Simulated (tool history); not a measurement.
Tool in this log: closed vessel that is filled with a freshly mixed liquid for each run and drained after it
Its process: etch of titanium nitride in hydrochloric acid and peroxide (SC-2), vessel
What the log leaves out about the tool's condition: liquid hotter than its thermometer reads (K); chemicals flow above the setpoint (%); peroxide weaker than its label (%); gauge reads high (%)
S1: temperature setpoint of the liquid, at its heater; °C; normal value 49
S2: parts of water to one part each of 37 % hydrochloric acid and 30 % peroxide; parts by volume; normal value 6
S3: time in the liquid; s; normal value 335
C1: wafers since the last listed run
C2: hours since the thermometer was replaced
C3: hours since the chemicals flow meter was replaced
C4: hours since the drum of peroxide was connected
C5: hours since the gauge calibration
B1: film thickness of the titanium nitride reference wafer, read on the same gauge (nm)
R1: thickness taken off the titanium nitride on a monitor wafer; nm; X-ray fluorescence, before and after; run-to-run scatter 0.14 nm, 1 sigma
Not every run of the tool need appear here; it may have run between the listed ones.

| run | day | S1 | S2 | S3 | C1 | C2 | C3 | C4 | C5 | B1 | R1 |
|---|---|---|---|---|---|---|---|---|---|---|---|
| 1 | 0 | 49 | 4 | 335 | 0 | 534 | 1551.7 | 451.1 | 376.1 | 100 | 25.03 |
|  | 1.358 | chemicals flow meter replaced |
|  | 1.933 | thermometer replaced |
| 2 | 2.712 | 49 | 4 | 335 | 6902 | 18.7 | 32.5 | 516.2 | 441.2 | 100 | 23.63 |
|  | 9.762 | new drum of peroxide connected |
| 3 | 11.6 | 49 | 4 | 335 | 23222 | 232 | 245.8 | 44.1 | 654.5 | 100.01 | 25.05 |
| 4 | 13.879 | 49 | 7 | 335 | 5983 | 286.7 | 300.5 | 98.8 | 709.2 | 99.99 | 16.57 |
| 5 | 15.312 | 49 | 7 | 335 | 3762 | 321.1 | 334.9 | 133.2 | 743.6 | 99.98 | 16.45 |
|  | 16.892 | gauge calibrated |
| 6 | 18.871 | 49 | 6 | 335 | 9341 | 406.5 | 420.3 | 218.6 | 47.5 | 99.96 | 18.53 |
| 7 | 20.079 | 49 | 6 | 335 | 3172 | 435.5 | 449.3 | 247.6 | 76.5 | 99.99 | 18.78 |
| 8 | 22.588 | 49 | 6 | 335 | 6584 | 495.7 | 509.5 | 307.8 | 136.7 | 99.97 | 18.52 |
|  | 24.962 | thermometer replaced |
| 9 | 25.05 | 49 | 6 | 335 | 6355 | 2.1 | 568.6 | 366.9 | 195.8 | 100.01 | 18.18 |
| 10 | 27.575 | 49 | 6 | 335 | 6628 | 62.7 | 629.2 | 427.5 | 256.4 | 100 | 18.23 |
| 11 | 29.708 | 49 | 6 | 260 | 5600 | 113.9 | 680.4 | 478.7 | 307.6 | 99.99 | 14.52 |
| 12 | 31.542 | 56 | 5 | 335 | 4812 | 157.9 | 724.4 | 522.7 | 351.6 | 99.98 | 33.2 |
| 13 | 33.325 | 43.5 | 6 | 335 | 4681 | 200.7 | 767.2 | 565.5 | 394.4 | 99.99 | 12.59 |
|  | 35.042 | new drum of peroxide connected |
| 14 | 36.3 | 44.5 | 8 | 200 | 7700 | 272.1 | 838.6 | 30.2 | 465.8 | 100.01 | 6.69 |
| 15 | 44.221 | 49 | 4 | 420 | 20793 | 462.2 | 1028.7 | 220.3 | 655.9 | 100.01 | 31.03 |
|  | 45.354 | thermometer replaced |
| 16 | 46.425 | 57.5 | 8.5 | 335 | 5677 | 25.7 | 1081.6 | 273.2 | 708.8 | 100.03 | 25.06 |
| 17 | 48.967 | 39.5 | 4 | 515 | 6672 | 86.7 | 1142.6 | 334.2 | 769.8 | 100.01 | 19.83 |
| 18 | 50.946 | 58.5 | 6 | 335 | 5195 | 134.2 | 1190.1 | 381.7 | 817.3 | 100.01 | 34.72 |
|  | 51.596 | chemicals flow meter replaced |
| 19 | 53.692 | 49 | 6 | 335 | 7099 | 200.1 | 50.3 | 447.6 | 883.2 | 100.01 | 18.06 |
| 20 | 55.112 | 49 | 6 | 335 | 3729 | 234.2 | 84.4 | 481.7 | 917.3 | 99.99 | 17.93 |
|  | 55.304 | gauge calibrated |
|  | 61.162 | new drum of peroxide connected |
| 21 | 62.938 | 49 | 6 | 335 | 20432 | 422 | 272.2 | 42.6 | 183.2 | 100 | 18.43 |
| 22 | 65.833 | 49 | 6 | 335 | 7602 | 491.5 | 341.7 | 112.1 | 252.7 | 100.04 | 18.68 |
|  | 67.754 | thermometer replaced |
| 23 | 68.275 | 45 | 8.5 | 135 | 6300 | 12.5 | 400.3 | 170.7 | 311.3 | 99.99 | 4.36 |
| 24 | 70.471 | 49 | 5 | 335 | 5764 | 65.2 | 453 | 223.4 | 364 | 100.01 | 20.67 |

Below are 5 alternative next runs, each starting from the tool's condition after run 24. Predict each:
| A | 70.5 | 49 | 6 | 335 | 76 | 65.9 | 453.7 | 224.1 | 364.7 | ? | ? |
| B | 70.5 | 45 | 4 | 195 | 76 | 65.9 | 453.7 | 224.1 | 364.7 | ? | ? |
| C | 70.5 | 59 | 8 | 175 | 76 | 65.9 | 453.7 | 224.1 | 364.7 | ? | ? |
| D | 70.5 | 49 | 7 | 480 | 76 | 65.9 | 453.7 | 224.1 | 364.7 | ? | ? |
| E | 70.5 | 57 | 8 | 495 | 76 | 65.9 | 453.7 | 224.1 | 364.7 | ? | ? |

| run | B1 | R1 |
|---|---|---|
| A | 99.97 | 18.34 |
| B | 99.97 | 10.83 |
| C | 99.97 | 14.7 |
| D | 99.97 | 23.37 |
| E | 99.97 | 36.63 |
The same runs, with their run-to-run variation unchanged, on a tool lacking any hidden condition would have given:
| run | R1 |
|---|---|
| A | 18.38 |
| B | 10.87 |
| C | 14.72 |
| D | 23.41 |
| E | 36.68 |
